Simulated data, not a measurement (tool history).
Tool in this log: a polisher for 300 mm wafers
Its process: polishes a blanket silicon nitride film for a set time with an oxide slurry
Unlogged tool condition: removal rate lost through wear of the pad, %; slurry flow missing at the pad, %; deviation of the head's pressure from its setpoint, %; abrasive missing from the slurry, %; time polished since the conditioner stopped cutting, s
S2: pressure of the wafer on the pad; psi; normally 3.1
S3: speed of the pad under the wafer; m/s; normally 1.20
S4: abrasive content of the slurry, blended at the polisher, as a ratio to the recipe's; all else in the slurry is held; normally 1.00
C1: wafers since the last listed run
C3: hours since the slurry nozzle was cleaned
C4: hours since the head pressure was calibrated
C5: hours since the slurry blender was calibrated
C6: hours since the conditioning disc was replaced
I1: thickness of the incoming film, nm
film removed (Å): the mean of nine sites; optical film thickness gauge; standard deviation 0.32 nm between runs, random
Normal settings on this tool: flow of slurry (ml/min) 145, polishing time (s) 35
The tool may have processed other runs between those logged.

{"run": 1, "hour": 0.0, "flow of slurry (ml/min)": 145, "S2": 3.1, "S3": 1.2, "S4": 1.0, "polishing time (s)": 35, "C1": 0, "wafers polished on this pad": 778, "C3": 176.3, "C4": 262.5, "C5": 284.5, "C6": 181.0, "I1": 340.3, "film removed (Å)": 204}
{"run": 2, "hour": 22.4, "flow of slurry (ml/min)": 145, "S2": 3.1, "S3": 1.2, "S4": 1.0, "polishing time (s)": 35, "C1": 303, "wafers polished on this pad": 1082, "C3": 198.7, "C4": 284.9, "C5": 306.9, "C6": 203.4, "I1": 337.3, "film removed (Å)": 204}
{"hour": 38.2, "done": "worn pad replaced by a new one"}
{"run": 3, "hour": 38.7, "flow of slurry (ml/min)": 145, "S2": 3.1, "S3": 1.2, "S4": 1.0, "polishing time (s)": 35, "C1": 166, "wafers polished on this pad": 6, "C3": 215.0, "C4": 301.2, "C5": 323.2, "C6": 219.7, "I1": 342.1, "film removed (Å)": 219}
{"run": 4, "hour": 62.1, "flow of slurry (ml/min)": 145, "S2": 3.4, "S3": 1.2, "S4": 1.0, "polishing time (s)": 35, "C1": 317, "wafers polished on this pad": 323, "C3": 238.4, "C4": 324.6, "C5": 346.6, "C6": 243.1, "I1": 337.8, "film removed (Å)": 228}
{"run": 5, "hour": 82.6, "flow of slurry (ml/min)": 145, "S2": 3.4, "S3": 1.2, "S4": 1.0, "polishing time (s)": 35, "C1": 277, "wafers polished on this pad": 601, "C3": 258.9, "C4": 345.1, "C5": 367.1, "C6": 263.6, "I1": 344.0, "film removed (Å)": 219}
{"run": 6, "hour": 116.0, "flow of slurry (ml/min)": 145, "S2": 3.4, "S3": 1.2, "S4": 1.0, "polishing time (s)": 35, "C1": 452, "wafers polished on this pad": 1053, "C3": 292.3, "C4": 378.5, "C5": 400.5, "C6": 297.0, "I1": 339.4, "film removed (Å)": 223}
{"hour": 130.9, "done": "worn pad replaced by a new one"}
{"run": 7, "hour": 134.5, "flow of slurry (ml/min)": 145, "S2": 3.1, "S3": 1.2, "S4": 1.0, "polishing time (s)": 35, "C1": 196, "wafers polished on this pad": 48, "C3": 310.8, "C4": 397.0, "C5": 419.0, "C6": 315.5, "I1": 334.1, "film removed (Å)": 215}
{"hour": 155.7, "done": "head pressure recalibrated"}
{"hour": 158.9, "done": "slurry blender recalibrated"}
{"run": 8, "hour": 159.4, "flow of slurry (ml/min)": 145, "S2": 3.1, "S3": 1.2, "S4": 1.0, "polishing time (s)": 35, "C1": 283, "wafers polished on this pad": 331, "C3": 335.7, "C4": 3.7, "C5": 0.5, "C6": 340.4, "I1": 339.2, "film removed (Å)": 210}
{"run": 9, "hour": 185.6, "flow of slurry (ml/min)": 145, "S2": 3.1, "S3": 1.2, "S4": 1.0, "polishing time (s)": 35, "C1": 354, "wafers polished on this pad": 686, "C3": 361.9, "C4": 29.9, "C5": 26.7, "C6": 366.6, "I1": 337.0, "film removed (Å)": 207}
{"run": 10, "hour": 206.7, "flow of slurry (ml/min)": 145, "S2": 3.1, "S3": 1.2, "S4": 1.0, "polishing time (s)": 35, "C1": 285, "wafers polished on this pad": 972, "C3": 383.0, "C4": 51.0, "C5": 47.8, "C6": 387.7, "I1": 337.4, "film removed (Å)": 201}
{"hour": 219.4, "done": "worn pad replaced by a new one"}
{"hour": 229.0, "done": "slurry nozzle cleaned"}
{"run": 11, "hour": 231.3, "flow of slurry (ml/min)": 145, "S2": 3.1, "S3": 1.2, "S4": 1.0, "polishing time (s)": 24, "C1": 265, "wafers polished on this pad": 148, "C3": 2.3, "C4": 75.6, "C5": 72.4, "C6": 412.3, "I1": 339.5, "film removed (Å)": 147}
{"run": 12, "hour": 261.9, "flow of slurry (ml/min)": 145, "S2": 4.0, "S3": 1.1, "S4": 1.0, "polishing time (s)": 35, "C1": 414, "wafers polished on this pad": 562, "C3": 32.9, "C4": 106.2, "C5": 103.0, "C6": 442.9, "I1": 345.4, "film removed (Å)": 244}
{"hour": 289.9, "done": "conditioning disc replaced and pad reconditioned"}
{"run": 13, "hour": 292.4, "flow of slurry (ml/min)": 145, "S2": 3.1, "S3": 1.2, "S4": 0.8, "polishing time (s)": 35, "C1": 386, "wafers polished on this pad": 948, "C3": 63.4, "C4": 136.7, "C5": 133.5, "C6": 2.5, "I1": 340.5, "film removed (Å)": 187}
{"hour": 297.6, "done": "worn pad replaced by a new one"}
{"run": 14, "hour": 313.8, "flow of slurry (ml/min)": 145, "S2": 3.1, "S3": 1.2, "S4": 1.0, "polishing time (s)": 35, "C1": 235, "wafers polished on this pad": 220, "C3": 84.8, "C4": 158.1, "C5": 154.9, "C6": 23.9, "I1": 334.2, "film removed (Å)": 210}
{"run": 15, "hour": 344.9, "flow of slurry (ml/min)": 170, "S2": 3.1, "S3": 1.54, "S4": 1.1, "polishing time (s)": 35, "C1": 421, "wafers polished on this pad": 641, "C3": 115.9, "C4": 189.2, "C5": 186.0, "C6": 55.0, "I1": 339.6, "film removed (Å)": 253}
{"run": 16, "hour": 370.3, "flow of slurry (ml/min)": 145, "S2": 3.1, "S3": 0.94, "S4": 1.2, "polishing time (s)": 25, "C1": 344, "wafers polished on this pad": 985, "C3": 141.3, "C4": 214.6, "C5": 211.4, "C6": 80.4, "I1": 341.1, "film removed (Å)": 138}
{"hour": 383.1, "done": "worn pad replaced by a new one"}
{"run": 17, "hour": 395.8, "flow of slurry (ml/min)": 145, "S2": 3.1, "S3": 1.2, "S4": 1.0, "polishing time (s)": 35, "C1": 291, "wafers polished on this pad": 172, "C3": 166.8, "C4": 240.1, "C5": 236.9, "C6": 105.9, "I1": 339.0, "film removed (Å)": 214}
{"run": 18, "hour": 413.3, "flow of slurry (ml/min)": 195, "S2": 3.1, "S3": 1.2, "S4": 0.75, "polishing time (s)": 35, "C1": 237, "wafers polished on this pad": 409, "C3": 184.3, "C4": 257.6, "C5": 254.4, "C6": 123.4, "I1": 341.3, "film removed (Å)": 196}

The tool's hidden state at each run:
slurry flow missing at the pad, %: 0 on each run
deviation of the head's pressure from its setpoint, %: 0 on each run
abrasive missing from the slurry, %: 0 on each run
time polished since the conditioner stopped cutting, s: 0 on each run
H1: removal rate lost through wear of the pad, %
run=1 H1=8.48
run=2 H1=9.07
run=3 H1=1.56
run=4 H1=6.33
run=5 H1=8.21
run=6 H1=9.42
run=7 H1=3.1
run=8 H1=7.53
run=9 H1=9.4
run=10 H1=10
run=11 H1=3.72
run=12 H1=7.42
run=13 H1=8.65
run=14 H1=4.4
run=15 H1=7.6
run=16 H1=8.53
run=17 H1=3.6
run=18 H1=6.12
